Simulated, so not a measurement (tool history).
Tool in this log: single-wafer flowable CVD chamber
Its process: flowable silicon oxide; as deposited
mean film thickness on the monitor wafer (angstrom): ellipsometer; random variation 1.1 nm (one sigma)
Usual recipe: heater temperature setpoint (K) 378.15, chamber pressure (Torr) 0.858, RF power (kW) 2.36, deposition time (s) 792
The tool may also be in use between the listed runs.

| run | day | heater temperature setpoint (K) | chamber pressure (Torr) | RF power (kW) | deposition time (s) | read-back reference wafer on the same gauge, thickness_nm | mean film thickness on the monitor wafer (angstrom) |
|---|---|---|---|---|---|---|---|
| 1 | 0 | 378.15 | 0.858 | 2.36 | 792 | 458.051 | 4926.3 |
| 2 | 0.975 | 378.15 | 0.858 | 2.36 | 792 | 458.183 | 4941.75 |
| 3 | 1.504 | 378.15 | 0.858 | 2.36 | 792 | 457.888 | 4904.85 |
| 4 | 2.788 | 378.15 | 0.858 | 2.36 | 792 | 458.026 | 4932.74 |
| 5 | 3.788 | 378.15 | 0.858 | 2.655 | 703 | 458.08 | 4416.27 |
|  | 4.029 | gauge calibrated |
|  | 4.3 | thermocouple changed; heater temperature recalibrated |
|  | 4.358 | RF generator calibrated |
| 6 | 5.092 | 378.15 | 0.858 | 2.36 | 792 | 458.148 | 4926.78 |
| 7 | 5.696 | 378.15 | 0.858 | 2.36 | 792 | 457.79 | 4920.37 |
| 8 | 6.208 | 378.15 | 0.858 | 1.93 | 792 | 458.044 | 4803.43 |
| 9 | 7.654 | 378.15 | 0.858 | 2.36 | 737 | 457.984 | 4580.69 |
| 10 | 8.325 | 378.15 | 0.858 | 2.36 | 792 | 458.052 | 4918.65 |
|  | 9.633 | showerhead replaced |
| 11 | 9.679 | 373.15 | 0.858 | 2.36 | 792 | 458.131 | 5699.5 |
|  | 10.217 | capacitance manometer re-zeroed and calibrated |
| 12 | 10.704 | 378.15 | 0.858 | 2.36 | 694 | 457.948 | 3990.48 |
|  | 10.717 | gauge calibrated |
| 13 | 11.333 | 378.15 | 0.858 | 2.36 | 792 | 457.923 | 4530.22 |
| 14 | 12.471 | 378.15 | 0.711 | 2.36 | 709 | 457.951 | 3403.19 |
| 15 | 13.308 | 378.15 | 0.858 | 2.78 | 792 | 457.999 | 4644.79 |

Predict each of these 5 candidate next runs independently; none follows another, all start after run 15:
| A | 13.333 | 378.15 | 0.858 | 2.36 | 792 | ? | ? |
| B | 13.333 | 378.15 | 0.858 | 2.005 | 792 | ? | ? |
| C | 13.333 | 378.15 | 0.739 | 2.36 | 792 | ? | ? |
| D | 13.333 | 370.15 | 0.858 | 2.515 | 792 | ? | ? |
| E | 13.333 | 378.15 | 0.858 | 2.36 | 929 | ? | ? |

| run | read-back reference wafer on the same gauge, thickness_nm | mean film thickness on the monitor wafer (angstrom) |
|---|---|---|
| A | 458.211 | 4562.71 |
| B | 458.211 | 4478.3 |
| C | 458.211 | 3937.57 |
| D | 458.211 | 5810.5 |
| E | 458.211 | 5351.97 |
Stripped of hidden state, with their random variation kept, the same runs would have yielded:
| run | mean film thickness on the monitor wafer (angstrom) |
|---|---|
| A | 4526.88 |
| B | 4443.13 |
| C | 3905.73 |
| D | 5764.87 |
| E | 5309.94 |
